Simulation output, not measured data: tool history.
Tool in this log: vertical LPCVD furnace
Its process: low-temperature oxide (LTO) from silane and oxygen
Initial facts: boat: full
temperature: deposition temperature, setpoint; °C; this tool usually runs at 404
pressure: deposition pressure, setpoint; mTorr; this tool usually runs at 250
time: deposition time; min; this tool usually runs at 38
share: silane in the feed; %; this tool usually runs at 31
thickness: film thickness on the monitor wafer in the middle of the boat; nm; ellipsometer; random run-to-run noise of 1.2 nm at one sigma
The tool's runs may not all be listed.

run,hour,temperature,pressure,time,share,wafers since the last listed run,hours since the last temperature calibration,hours since the pressure gauge was zeroed,hours since the silane flow controller was replaced,hours since the gauge calibration,"read-back reference wafer on the same gauge, thickness",thickness
1,0,398,250,38,31,0,2862.9,1738.7,4987.3,816.5,279.92,286.38
2,16.8,404,250,38,31,281,2879.7,1755.5,5004.1,833.3,279.38,308.36
3,29.1,404,250,38,31,206,2892,1767.8,5016.4,845.6,279.88,308.43
4,48.9,404,250,38,31,332,2911.8,1787.6,5036.2,865.4,279.94,307.27
5,73.4,404,210,38,31,411,2936.3,1812.1,5060.7,889.9,279.95,259.61
6,91,404,210,38,31,295,2953.9,1829.7,5078.3,907.5,280.03,258.95
7,112.2,404,210,38,31,355,2975.1,1850.9,5099.5,928.7,280.4,256.73
8,130.1,404,250,38,31,300,2993,1868.8,5117.4,946.6,279.63,307.53
9,160.3,404,250,38,31,506,3023.2,1899,5147.6,976.8,280.13,309.01
# hour 166.2: gauge calibrated
10,186.8,412,250,38,31,444,3049.7,1925.5,5174.1,20.6,279.38,336.49
11,208.7,396,250,38,31,367,3071.6,1947.4,5196,42.5,280.18,282.09
12,238.4,396,250,38,31,498,3101.3,1977.1,5225.7,72.2,280.27,279.98
13,338.7,404,250,38,31,1682,3201.6,2077.4,5326,172.5,280.23,308.75
14,363.6,404,290,47.5,29,417,3226.5,2102.3,5350.9,197.4,280.12,409.79
15,381.8,404,250,38,31,305,3244.7,2120.5,5369.1,215.6,279.98,308.4
# hour 411.6: silane flow controller replaced
16,412.1,404,250,38,31,105,3275,2150.8,0.5,245.9,279.92,308.28
17,418.9,400,250,38,31,114,3281.8,2157.6,7.3,252.7,279.72,297.11
18,443.5,413,280,33,31,412,3306.4,2182.2,31.9,277.3,279.82,334.52
19,472.3,404,285,46.5,34,483,3335.2,2211,60.7,306.1,280.27,492.04
20,500.8,404,285,38,31,478,3363.7,2239.5,89.2,334.6,280.18,357.59

Run 21 has not been measured yet. What should we expect?
# hour 623.7: pressure gauge zeroed
21,624.2,392,250,48.5,31,1667,3487.1,0.5,212.6,458,?,?

{"run 21": {"read-back reference wafer on the same gauge, thickness": 279.83, "thickness": 347.88}}
Had the tool carried no hidden state, the very same run would have given thickness 324.3 nm.

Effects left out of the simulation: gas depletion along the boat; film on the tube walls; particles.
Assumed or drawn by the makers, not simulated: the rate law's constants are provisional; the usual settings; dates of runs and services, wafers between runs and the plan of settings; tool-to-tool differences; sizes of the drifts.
